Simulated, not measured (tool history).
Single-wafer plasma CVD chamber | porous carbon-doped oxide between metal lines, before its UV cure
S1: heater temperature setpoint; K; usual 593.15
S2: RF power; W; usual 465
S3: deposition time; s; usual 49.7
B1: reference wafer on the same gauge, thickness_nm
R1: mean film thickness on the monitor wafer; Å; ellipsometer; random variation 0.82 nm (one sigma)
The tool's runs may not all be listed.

run    hour      S1   S2    S3       B1       R1
  1       0  593.15  505  49.7  193.754  2204.28
  2    92.2  593.15  465  52.2  193.422  2190.98
      147.4  -- thermocouple changed; heater temperature recalibrated
  3   160.3  593.15  465  57.4  193.728   2397.6
  4   308.2  593.15  465  57.4   193.11  2383.37
  5     380  593.15  465  57.4    193.1  2421.42
  6   442.1  593.15  465  49.7  192.808  2073.49
        507  -- gauge calibrated
  7   527.5  593.15  465  49.7  198.585  2137.93
      552.4  -- RF generator calibrated
  8   595.2  593.15  465  49.7  198.574  2135.21
  9     641  593.15  465  49.7  198.423  2141.37
 10     709  593.15  465  49.7  198.412  2132.38
 11   753.9  593.15  465  49.7  198.444  2135.64
 12   999.2  593.15  465  49.7  198.474   2142.4
       1031  -- showerhead replaced
 13  1077.8  593.15  465  49.7  198.285  2149.06
 14    1117  593.15  465  42.4  198.333  1833.75
 15  1173.8  593.15  530  49.7  198.429  2325.97
 16  1280.2  600.15  465  49.7  198.494  2064.28
 17  1369.4  585.15  465  53.9  198.339   2417.3
 18  1471.4  587.15  395  43.1  198.325   1727.3
 19  1567.6  593.15  465  49.7  198.212  2128.11
 20    1630  593.15  465  52.3  198.257  2241.48
 21  1719.4  582.15  530  46.5  198.164  2317.78
 22  1774.3  605.15  465  49.7   198.07  2004.36
     1821.7  -- thermocouple changed; heater temperature recalibrated
 23  1823.7  604.15  535  49.7  197.914  2206.35
 24  1862.7  585.15  465  55.3  198.185  2472.68
 25  1961.9  582.15  520  56.8   198.04  2764.35
 26  2006.7  593.15  465  49.7  197.747  2130.69
 27  2083.9  586.15  465  42.2  197.881  1896.56
     2097.8  -- RF generator calibrated
 28  2191.7  588.15  385  58.1  197.755  2268.99
 29  2272.9  593.15  510  40.9  197.545  1853.75
 30  2309.7  593.15  465  58.4  197.577  2496.59
 31  2358.1  593.15  465  49.7  197.928  2126.75
 32  2432.2  593.15  465  49.7  197.608  2126.55
 33  2745.1  589.15  465  49.7  197.164  2181.97
 34  2822.6  585.15  400  49.7  197.022  2010.76
 35  2905.1  593.15  465  49.7  196.789  2122.06

Forecast each of these 3 alternatives for the next run:
  A  2905.5  585.15  465  49.7   ?   ?
  B  2905.5  608.15  465  49.7   ?   ?
  C  2905.5  605.15  465  40.1   ?   ?

run       B1       R1
  A  196.889  2224.17
  B  196.889  1956.09
  C  196.889  1610.49
Without the tool's hidden state the same runs would have given:
run       R1
  A  2235.98
  B  1966.48
  C  1619.04
